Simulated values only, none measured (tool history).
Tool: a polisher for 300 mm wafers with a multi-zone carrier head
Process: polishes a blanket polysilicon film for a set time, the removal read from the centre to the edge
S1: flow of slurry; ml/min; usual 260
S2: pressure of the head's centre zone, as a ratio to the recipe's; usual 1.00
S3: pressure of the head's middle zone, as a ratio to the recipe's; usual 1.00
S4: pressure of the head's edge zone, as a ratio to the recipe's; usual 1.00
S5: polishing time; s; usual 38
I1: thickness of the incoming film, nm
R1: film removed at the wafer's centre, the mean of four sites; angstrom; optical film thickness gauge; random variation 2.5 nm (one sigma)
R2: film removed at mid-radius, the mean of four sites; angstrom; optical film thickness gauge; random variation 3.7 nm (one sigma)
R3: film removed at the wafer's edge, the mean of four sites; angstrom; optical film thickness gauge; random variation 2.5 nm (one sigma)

run,day,S1,S2,S3,S4,S5,I1,R1,R2,R3
1,0.000,260,1.00,1.00,1.00,38,972.6,2881,2943,3024
2,0.521,260,1.00,1.00,1.00,38,951.6,2892,2856,3084
# day 1.483: worn pad replaced by a new one
3,1.888,260,1.00,1.00,1.03,41,964.4,3115,3128,3281
4,3.225,260,1.00,1.00,1.00,38,943.9,2874,2882,3019
5,3.954,260,1.00,1.00,1.00,38,951.1,2827,2868,2991
# day 4.542: worn pad replaced by a new one
6,4.650,260,1.00,1.00,1.00,38,962.1,2811,2845,2986
7,5.367,260,1.00,1.00,1.00,38,944.9,2807,2823,2935
8,6.583,260,1.12,1.00,1.07,47,972.8,3821,3371,3810
# day 7.088: worn pad replaced by a new one
# day 7.688: slurry nozzle cleaned
9,7.904,175,1.10,1.00,1.00,38,967.4,3259,2969,3107
# day 8.321: centre zone pressure recalibrated
10,9.150,185,1.00,1.12,1.00,38,957.0,2982,3289,3102
# day 9.512: worn pad replaced by a new one
11,10.446,190,1.00,1.08,1.00,32,967.6,2539,2688,2591
# day 10.892: edge zone pressure recalibrated
# day 11.304: carrier head's membrane replaced by a new one
12,11.396,260,1.00,1.00,1.03,41,962.1,3429,3359,3554
13,12.008,195,0.95,1.09,1.00,38,946.8,2864,3242,3136
# day 12.388: worn pad replaced by a new one
14,13.033,260,0.95,1.00,1.00,45,943.1,3561,3707,3884
15,14.208,260,1.00,1.00,1.07,38,960.0,3147,3124,3382

The same runs without the tool's hidden state, with the same run-to-run variation:
The hidden state here: removal rate lost through wear of the pad, %; slurry flow missing at the pad, %; deviation of the centre zone's pressure from its setpoint, %; deviation of the edge zone's pressure from its setpoint, %.
run,R1,R2,R3
1,3200,3231,3240
2,3223,3146,3311
3,3505,3474,3544
4,3267,3230,3282
5,3233,3231,3263
6,3234,3222,3270
7,3250,3215,3226
8,4477,3879,4218
9,3292,2995,3127
10,3022,3328,3128
11,2583,2729,2620
12,3478,3402,3588
13,2927,3305,3180
14,3626,3769,3933
15,3215,3185,3432
